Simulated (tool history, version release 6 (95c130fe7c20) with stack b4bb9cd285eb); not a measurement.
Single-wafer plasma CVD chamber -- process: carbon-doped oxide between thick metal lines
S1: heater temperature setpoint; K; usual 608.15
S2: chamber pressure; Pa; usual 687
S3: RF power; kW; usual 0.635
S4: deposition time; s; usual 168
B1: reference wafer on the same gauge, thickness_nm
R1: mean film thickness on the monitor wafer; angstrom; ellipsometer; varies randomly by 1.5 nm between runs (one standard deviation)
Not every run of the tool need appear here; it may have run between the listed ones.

run 1 hour=0 | S1=608.15 S2=687 S3=0.55 S4=168 | B1=1062.92 | R1=8631.11
run 2 hour=7.9 | S1=608.15 S2=687 S3=0.55 S4=168 | B1=1063.488 | R1=8615.73
run 3 hour=17.4 | S1=608.15 S2=687 S3=0.55 S4=168 | B1=1062.792 | R1=8635.81
run 4 hour=32.6 | S1=608.15 S2=687 S3=0.635 S4=168 | B1=1063.15 | R1=9519.8
run 5 hour=39.5 | S1=608.15 S2=687 S3=0.635 S4=168 | B1=1062.714 | R1=9537.54
run 6 hour=53.9 | S1=608.15 S2=687 S3=0.635 S4=168 | B1=1063.191 | R1=9541.5
run 7 hour=62 | S1=608.15 S2=687 S3=0.635 S4=168 | B1=1063.375 | R1=9549.73
run 8 hour=73 | S1=608.15 S2=763 S3=0.635 S4=168 | B1=1063.128 | R1=9671.74
-- hour=81.3 gauge calibrated
run 9 hour=83.1 | S1=608.15 S2=763 S3=0.635 S4=168 | B1=1063.216 | R1=9616.41
run 10 hour=92.1 | S1=608.15 S2=687 S3=0.635 S4=168 | B1=1062.928 | R1=9508.15
run 11 hour=104 | S1=622.15 S2=799 S3=0.585 S4=198 | B1=1062.862 | R1=10407.38
-- hour=116.8 showerhead replaced
run 12 hour=117.3 | S1=593.15 S2=687 S3=0.575 S4=139 | B1=1063.039 | R1=7697.82
run 13 hour=124.4 | S1=608.15 S2=687 S3=0.635 S4=168 | B1=1063.019 | R1=9505.87
run 14 hour=130.5 | S1=608.15 S2=687 S3=0.635 S4=168 | B1=1063.166 | R1=9533.54
run 15 hour=156.2 | S1=608.15 S2=687 S3=0.635 S4=168 | B1=1063.187 | R1=9542.61
run 16 hour=172.3 | S1=608.15 S2=572 S3=0.635 S4=158 | B1=1062.369 | R1=8761.27
run 17 hour=190 | S1=608.15 S2=687 S3=0.745 S4=168 | B1=1062.899 | R1=10542.96
run 18 hour=203.2 | S1=608.15 S2=827 S3=0.635 S4=168 | B1=1062.954 | R1=9682.52
-- hour=214.8 capacitance manometer re-zeroed and calibrated
run 19 hour=217.8 | S1=608.15 S2=687 S3=0.635 S4=168 | B1=1063.242 | R1=9532.45
-- hour=231.7 RF generator calibrated
run 20 hour=235.7 | S1=608.15 S2=769 S3=0.635 S4=168 | B1=1063.202 | R1=9888.48
run 21 hour=247.9 | S1=608.15 S2=556 S3=0.635 S4=154 | B1=1062.727 | R1=8758.13
run 22 hour=254.2 | S1=608.15 S2=687 S3=0.635 S4=168 | B1=1063.661 | R1=9753.25
run 23 hour=263.2 | S1=621.15 S2=687 S3=0.635 S4=168 | B1=1063.128 | R1=9446.65
run 24 hour=278.6 | S1=604.15 S2=687 S3=0.635 S4=157 | B1=1063.216 | R1=9224
run 25 hour=294.4 | S1=612.15 S2=767 S3=0.635 S4=156 | B1=1063.107 | R1=9050.38
run 26 hour=304.7 | S1=608.15 S2=687 S3=0.635 S4=168 | B1=1062.774 | R1=9737.09
run 27 hour=319.4 | S1=599.15 S2=759 S3=0.635 S4=185 | B1=1062.622 | R1=11144.56
run 28 hour=329.6 | S1=608.15 S2=687 S3=0.635 S4=168 | B1=1062.924 | R1=9761.41

Here are 4 independent what-if runs from the current tool condition. What would each one return?
run A hour=330 | S1=608.15 S2=577 S3=0.635 S4=168 | B1=? | R1=?
run B hour=330 | S1=616.15 S2=687 S3=0.695 S4=192 | B1=? | R1=?
run C hour=330 | S1=618.15 S2=583 S3=0.695 S4=151 | B1=? | R1=?
run D hour=330 | S1=620.15 S2=568 S3=0.605 S4=148 | B1=? | R1=?

run=A B1=1062.772 R1=9550
run=B B1=1062.772 R1=11554.56
run=C B1=1062.772 R1=8890.93
run=D B1=1062.772 R1=7887.2
Without the tool's hidden state the same runs would have given:
run=A R1=9558.13
run=B R1=11567.94
run=C R1=8901.47
run=D R1=7898.17
